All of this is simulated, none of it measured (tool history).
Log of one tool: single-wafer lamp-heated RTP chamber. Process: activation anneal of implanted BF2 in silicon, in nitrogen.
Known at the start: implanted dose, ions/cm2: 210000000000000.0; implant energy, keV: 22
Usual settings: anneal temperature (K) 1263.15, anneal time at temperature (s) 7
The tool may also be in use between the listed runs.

| run | day | anneal temperature (K) | anneal time at temperature (s) | read-back reference wafer on the same gauge, sheet resistance | sheet resistance of the implanted and annealed layer (ohm/square) |
|---|---|---|---|---|---|
| 1 | 0 | 1263.15 | 7 | 539.59 | 502.54 |
| 2 | 4.704 | 1274.15 | 7 | 540.17 | 501.25 |
|  | 4.95 | gauge calibrated |
| 3 | 8.888 | 1274.15 | 7 | 530.63 | 492.32 |
| 4 | 10.638 | 1263.15 | 7 | 530.74 | 493.22 |
|  | 14.558 | pyrometer window cleaned and pyrometer calibrated |
| 5 | 16.338 | 1263.15 | 7 | 531.72 | 494.49 |
| 6 | 18.571 | 1263.15 | 7 | 532.12 | 494.69 |
| 7 | 21.988 | 1263.15 | 7 | 532.4 | 494.76 |
| 8 | 24.967 | 1263.15 | 7 | 533.02 | 495.01 |
|  | 26.938 | reflector plate cleaned |
| 9 | 28.621 | 1263.15 | 7 | 533.64 | 495.53 |
| 10 | 30.138 | 1263.15 | 7 | 533.49 | 497.52 |
| 11 | 33.15 | 1263.15 | 7 | 533.97 | 496.01 |
| 12 | 37.412 | 1263.15 | 10 | 534.37 | 497.75 |
| 13 | 39.55 | 1263.15 | 10 | 535.14 | 496.12 |
|  | 40.838 | pyrometer window cleaned and pyrometer calibrated |
| 14 | 42.533 | 1263.15 | 10 | 535.27 | 496.91 |
| 15 | 46.008 | 1263.15 | 7 | 535.36 | 498.63 |
| 16 | 49.429 | 1263.15 | 7 | 535.99 | 499.13 |
| 17 | 51.133 | 1279.15 | 7 | 536.21 | 497.68 |
|  | 52.554 | reflector plate cleaned |
| 18 | 53.5 | 1263.15 | 7 | 536.78 | 498.86 |
| 19 | 55.683 | 1286.15 | 10 | 536.84 | 497.78 |
| 20 | 58.404 | 1263.15 | 7 | 537.37 | 500.1 |
| 21 | 62.508 | 1273.15 | 11 | 537.92 | 497.51 |
|  | 63.454 | pyrometer window cleaned and pyrometer calibrated |
| 22 | 65.775 | 1263.15 | 7 | 538.02 | 499.23 |
| 23 | 68.717 | 1263.15 | 4 | 538.61 | 500.66 |
| 24 | 70.667 | 1263.15 | 9 | 538.52 | 500.97 |
| 25 | 72.183 | 1276.15 | 10 | 538.8 | 498.91 |
| 26 | 75.925 | 1290.15 | 10 | 539.61 | 500.57 |
|  | 79.983 | gauge calibrated |
| 27 | 80.179 | 1263.15 | 7 | 531.45 | 493.93 |
|  | 81.633 | reflector plate cleaned |
| 28 | 83.654 | 1275.15 | 10 | 531.85 | 492.83 |
|  | 88.025 | pyrometer window cleaned and pyrometer calibrated |
| 29 | 88.046 | 1263.15 | 7 | 532.67 | 497.24 |
| 30 | 90.196 | 1255.15 | 4 | 532.89 | 498.9 |
| 31 | 92.246 | 1249.15 | 5 | 533.52 | 502.57 |
| 32 | 95.304 | 1275.15 | 6 | 533.66 | 495.31 |
| 33 | 98.304 | 1278.15 | 3 | 533.91 | 497.28 |
| 34 | 102.592 | 1280.15 | 3 | 534.44 | 496.64 |
| 35 | 105.254 | 1263.15 | 7 | 534.96 | 496.83 |
|  | 107.033 | reflector plate cleaned |
| 36 | 109.033 | 1281.15 | 7 | 535.12 | 496.43 |

Forecast each of these 4 alternatives for the next run:
| A | 109.05 | 1263.15 | 7 | ? | ? |
| B | 109.05 | 1292.15 | 9 | ? | ? |
| C | 109.05 | 1263.15 | 6 | ? | ? |
| D | 109.05 | 1242.15 | 7 | ? | ? |

| run | read-back reference wafer on the same gauge, sheet resistance | sheet resistance of the implanted and annealed layer (ohm/square) |
|---|---|---|
| A | 535.66 | 498.48 |
| B | 535.66 | 497.43 |
| C | 535.66 | 498.63 |
| D | 535.66 | 510.73 |
Without the tool's hidden state the same runs would have given:
| run | sheet resistance of the implanted and annealed layer (ohm/square) |
|---|---|
| A | 494.45 |
| B | 493.41 |
| C | 494.6 |
| D | 506.6 |

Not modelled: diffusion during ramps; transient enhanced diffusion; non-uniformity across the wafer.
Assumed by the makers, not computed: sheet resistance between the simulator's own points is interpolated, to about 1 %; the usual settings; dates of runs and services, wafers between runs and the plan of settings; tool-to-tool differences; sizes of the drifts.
